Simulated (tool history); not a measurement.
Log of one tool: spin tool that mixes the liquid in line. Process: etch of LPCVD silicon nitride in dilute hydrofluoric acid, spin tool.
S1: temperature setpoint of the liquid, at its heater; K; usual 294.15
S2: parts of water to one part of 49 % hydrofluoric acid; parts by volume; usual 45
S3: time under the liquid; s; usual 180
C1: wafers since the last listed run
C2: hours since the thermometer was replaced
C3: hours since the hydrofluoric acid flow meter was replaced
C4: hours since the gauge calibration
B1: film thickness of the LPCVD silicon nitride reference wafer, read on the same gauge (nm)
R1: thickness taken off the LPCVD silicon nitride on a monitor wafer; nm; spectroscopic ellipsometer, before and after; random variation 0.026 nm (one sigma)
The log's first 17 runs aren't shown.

| run | hour | S1 | S2 | S3 | C1 | C2 | C3 | C4 | B1 | R1 |
|---|---|---|---|---|---|---|---|---|---|---|
| 18 | 562.3 | 298.65 | 35 | 80 | 676 | 2568.3 | 172.1 | 392.1 | 60.007 | 1.095 |
| 19 | 597.8 | 292.15 | 40 | 270 | 227 | 2603.8 | 207.6 | 427.6 | 59.928 | 2.021 |
| 20 | 631.2 | 297.15 | 45 | 100 | 213 | 2637.2 | 241.0 | 461.0 | 60.004 | 0.910 |
|  | 673.0 | thermometer replaced |
| 21 | 721.6 | 294.15 | 50 | 250 | 572 | 48.6 | 331.4 | 551.4 | 59.990 | 1.712 |
|  | 732.5 | gauge calibrated |
| 22 | 735.9 | 298.15 | 45 | 180 | 91 | 62.9 | 345.7 | 3.4 | 59.982 | 1.821 |
| 23 | 764.8 | 294.15 | 35 | 180 | 185 | 91.8 | 374.6 | 32.3 | 60.039 | 1.687 |
| 24 | 797.4 | 294.15 | 45 | 180 | 208 | 124.4 | 407.2 | 64.9 | 60.022 | 1.303 |
| 25 | 818.4 | 294.15 | 45 | 180 | 134 | 145.4 | 428.2 | 85.9 | 60.034 | 1.392 |
| 26 | 847.5 | 290.15 | 35 | 260 | 186 | 174.5 | 457.3 | 115.0 | 59.928 | 1.909 |
| 27 | 865.3 | 298.15 | 60 | 285 | 113 | 192.3 | 475.1 | 132.8 | 60.017 | 2.157 |
| 28 | 885.9 | 295.65 | 45 | 180 | 131 | 212.9 | 495.7 | 153.4 | 60.006 | 1.502 |
| 29 | 917.5 | 291.15 | 45 | 105 | 202 | 244.5 | 527.3 | 185.0 | 60.034 | 0.616 |
| 30 | 941.2 | 294.15 | 55 | 180 | 151 | 268.2 | 551.0 | 208.7 | 60.040 | 1.131 |
| 31 | 960.2 | 298.65 | 45 | 180 | 121 | 287.2 | 570.0 | 227.7 | 59.976 | 1.851 |
| 32 | 983.9 | 290.15 | 25 | 270 | 151 | 310.9 | 593.7 | 251.4 | 60.016 | 2.687 |

Forecast each of these 4 alternatives for the next run:
| A | 984.4 | 294.15 | 50 | 180 | 3 | 311.4 | 594.2 | 251.9 | ? | ? |
| B | 984.4 | 294.15 | 30 | 120 | 3 | 311.4 | 594.2 | 251.9 | ? | ? |
| C | 984.4 | 290.15 | 45 | 130 | 3 | 311.4 | 594.2 | 251.9 | ? | ? |
| D | 984.4 | 292.65 | 45 | 180 | 3 | 311.4 | 594.2 | 251.9 | ? | ? |

| run | B1 | R1 |
|---|---|---|
| A | 60.010 | 1.262 |
| B | 60.010 | 1.380 |
| C | 60.010 | 0.763 |
| D | 60.010 | 1.260 |
Without the tool's hidden state the same runs would have given:
| run | R1 |
|---|---|
| A | 1.262 |
| B | 1.380 |
| C | 0.763 |
| D | 1.260 |

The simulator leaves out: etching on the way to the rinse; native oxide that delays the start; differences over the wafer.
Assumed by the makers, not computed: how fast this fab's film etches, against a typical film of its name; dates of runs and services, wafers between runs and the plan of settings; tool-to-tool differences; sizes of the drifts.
